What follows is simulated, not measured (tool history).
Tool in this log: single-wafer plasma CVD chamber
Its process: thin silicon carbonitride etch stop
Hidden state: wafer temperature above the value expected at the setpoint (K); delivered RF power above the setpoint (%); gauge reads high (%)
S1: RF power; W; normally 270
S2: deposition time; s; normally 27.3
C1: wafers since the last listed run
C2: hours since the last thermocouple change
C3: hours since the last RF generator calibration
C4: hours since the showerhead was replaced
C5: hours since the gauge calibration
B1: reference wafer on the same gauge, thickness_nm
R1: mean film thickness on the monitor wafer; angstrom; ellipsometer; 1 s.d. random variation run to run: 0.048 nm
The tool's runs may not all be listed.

run 1 hour=0 | S1=270 S2=27.3 | C1=0 C2=1099.6 C3=2066.8 C4=5145.8 C5=1250.3 | B1=17.452 | R1=157.9
-- hour=47.9 thermocouple changed; heater temperature recalibrated
run 2 hour=48.4 | S1=285 S2=23 | C1=1034 C2=0.5 C3=2115.2 C4=5194.2 C5=1298.7 | B1=17.434 | R1=134.84
run 3 hour=111 | S1=285 S2=23 | C1=1602 C2=63.1 C3=2177.8 C4=5256.8 C5=1361.3 | B1=17.431 | R1=135.43
run 4 hour=147.2 | S1=285 S2=23 | C1=926 C2=99.3 C3=2214 C4=5293 C5=1397.5 | B1=17.407 | R1=134.3
run 5 hour=175.1 | S1=270 S2=27.3 | C1=714 C2=127.2 C3=2241.9 C4=5320.9 C5=1425.4 | B1=17.413 | R1=156.9
run 6 hour=212.3 | S1=270 S2=27.3 | C1=952 C2=164.4 C3=2279.1 C4=5358.1 C5=1462.6 | B1=17.397 | R1=156.11
run 7 hour=282.1 | S1=270 S2=27.3 | C1=1786 C2=234.2 C3=2348.9 C4=5427.9 C5=1532.4 | B1=17.368 | R1=156.85
run 8 hour=308.5 | S1=270 S2=27.3 | C1=675 C2=260.6 C3=2375.3 C4=5454.3 C5=1558.8 | B1=17.355 | R1=156.06
run 9 hour=360.1 | S1=270 S2=27.3 | C1=1320 C2=312.2 C3=2426.9 C4=5505.9 C5=1610.4 | B1=17.334 | R1=156.34
run 10 hour=400 | S1=270 S2=24.8 | C1=1021 C2=352.1 C3=2466.8 C4=5545.8 C5=1650.3 | B1=17.326 | R1=141.21
-- hour=430.2 RF generator calibrated
run 11 hour=440.2 | S1=270 S2=24.8 | C1=824 C2=392.3 C3=10 C4=5586 C5=1690.5 | B1=17.32 | R1=142.16
run 12 hour=489.4 | S1=225 S2=32.4 | C1=1259 C2=441.5 C3=59.2 C4=5635.2 C5=1739.7 | B1=17.31 | R1=173.87
-- hour=495.3 gauge calibrated
run 13 hour=561 | S1=270 S2=27.3 | C1=1832 C2=513.1 C3=130.8 C4=5706.8 C5=65.7 | B1=17.83 | R1=160.7
run 14 hour=597.8 | S1=270 S2=27.3 | C1=941 C2=549.9 C3=167.6 C4=5743.6 C5=102.5 | B1=17.817 | R1=160.74
run 15 hour=632.7 | S1=270 S2=27.3 | C1=893 C2=584.8 C3=202.5 C4=5778.5 C5=137.4 | B1=17.804 | R1=159.7
run 16 hour=688.5 | S1=270 S2=27.3 | C1=1428 C2=640.6 C3=258.3 C4=5834.3 C5=193.2 | B1=17.79 | R1=160.48
run 17 hour=752.5 | S1=295 S2=27.3 | C1=1638 C2=704.6 C3=322.3 C4=5898.3 C5=257.2 | B1=17.751 | R1=165.12
run 18 hour=796.1 | S1=270 S2=32.4 | C1=1115 C2=748.2 C3=365.9 C4=5941.9 C5=300.8 | B1=17.742 | R1=191.04
run 19 hour=843.6 | S1=270 S2=27.3 | C1=1215 C2=795.7 C3=413.4 C4=5989.4 C5=348.3 | B1=17.738 | R1=160.02
run 20 hour=908.1 | S1=300 S2=31.9 | C1=1650 C2=860.2 C3=477.9 C4=6053.9 C5=412.8 | B1=17.693 | R1=193.65
-- hour=970.5 showerhead replaced
run 21 hour=971 | S1=270 S2=27.3 | C1=1405 C2=923.1 C3=540.8 C4=0.5 C5=475.7 | B1=17.694 | R1=160.61
run 22 hour=1040.1 | S1=290 S2=23 | C1=1768 C2=992.2 C3=609.9 C4=69.6 C5=544.8 | B1=17.677 | R1=137.56
run 23 hour=1072.4 | S1=285 S2=32.2 | C1=826 C2=1024.5 C3=642.2 C4=101.9 C5=577.1 | B1=17.651 | R1=190.52
run 24 hour=1109 | S1=270 S2=30.6 | C1=936 C2=1061.1 C3=678.8 C4=138.5 C5=613.7 | B1=17.624 | R1=178.23
run 25 hour=1157.9 | S1=235 S2=30.4 | C1=1251 C2=1110 C3=727.7 C4=187.4 C5=662.6 | B1=17.595 | R1=168.36
-- hour=1174.2 thermocouple changed; heater temperature recalibrated
run 26 hour=1184 | S1=255 S2=25.2 | C1=463 C2=9.8 C3=753.8 C4=213.5 C5=688.7 | B1=17.591 | R1=143.22
run 27 hour=1209.4 | S1=245 S2=24.7 | C1=650 C2=35.2 C3=779.2 C4=238.9 C5=714.1 | B1=17.599 | R1=138.82
run 28 hour=1272.5 | S1=295 S2=32.4 | C1=1615 C2=98.3 C3=842.3 C4=302 C5=777.2 | B1=17.572 | R1=194.15
run 29 hour=1336.2 | S1=270 S2=24 | C1=1630 C2=162 C3=906 C4=365.7 C5=840.9 | B1=17.551 | R1=138.92
run 30 hour=1405.9 | S1=305 S2=30.2 | C1=1783 C2=231.7 C3=975.7 C4=435.4 C5=910.6 | B1=17.518 | R1=181.4
run 31 hour=1454.6 | S1=270 S2=27.3 | C1=1246 C2=280.4 C3=1024.4 C4=484.1 C5=959.3 | B1=17.503 | R1=157.65
run 32 hour=1507.3 | S1=270 S2=24.6 | C1=1348 C2=333.1 C3=1077.1 C4=536.8 C5=1012 | B1=17.489 | R1=142.23
run 33 hour=1566.1 | S1=270 S2=27.3 | C1=1504 C2=391.9 C3=1135.9 C4=595.6 C5=1070.8 | B1=17.457 | R1=157.04
run 34 hour=1616.4 | S1=305 S2=31.7 | C1=1287 C2=442.2 C3=1186.2 C4=645.9 C5=1121.1 | B1=17.447 | R1=191.37
run 35 hour=1660.1 | S1=315 S2=24.4 | C1=1118 C2=485.9 C3=1229.9 C4=689.6 C5=1164.8 | B1=17.422 | R1=147.61

The same runs without the tool's hidden state, with the same run-to-run variation:
run=1 R1=161.77
run=2 R1=138.28
run=3 R1=139.07
run=4 R1=138.01
run=5 R1=161.33
run=6 R1=160.64
run=7 R1=161.64
run=8 R1=160.91
run=9 R1=161.37
run=10 R1=145.88
run=11 R1=146.99
run=12 R1=179.96
run=13 R1=161.34
run=14 R1=161.5
run=15 R1=160.57
run=16 R1=161.54
run=17 R1=166.42
run=18 R1=192.72
run=19 R1=161.58
run=20 R1=195.8
run=21 R1=162.61
run=22 R1=139.47
run=23 R1=193.29
run=24 R1=180.96
run=25 R1=171.11
run=26 R1=145.63
run=27 R1=141.24
run=28 R1=197.79
run=29 R1=141.71
run=30 R1=185.31
run=31 R1=161.22
run=32 R1=145.6
run=33 R1=160.96
run=34 R1=196.36
run=35 R1=151.59
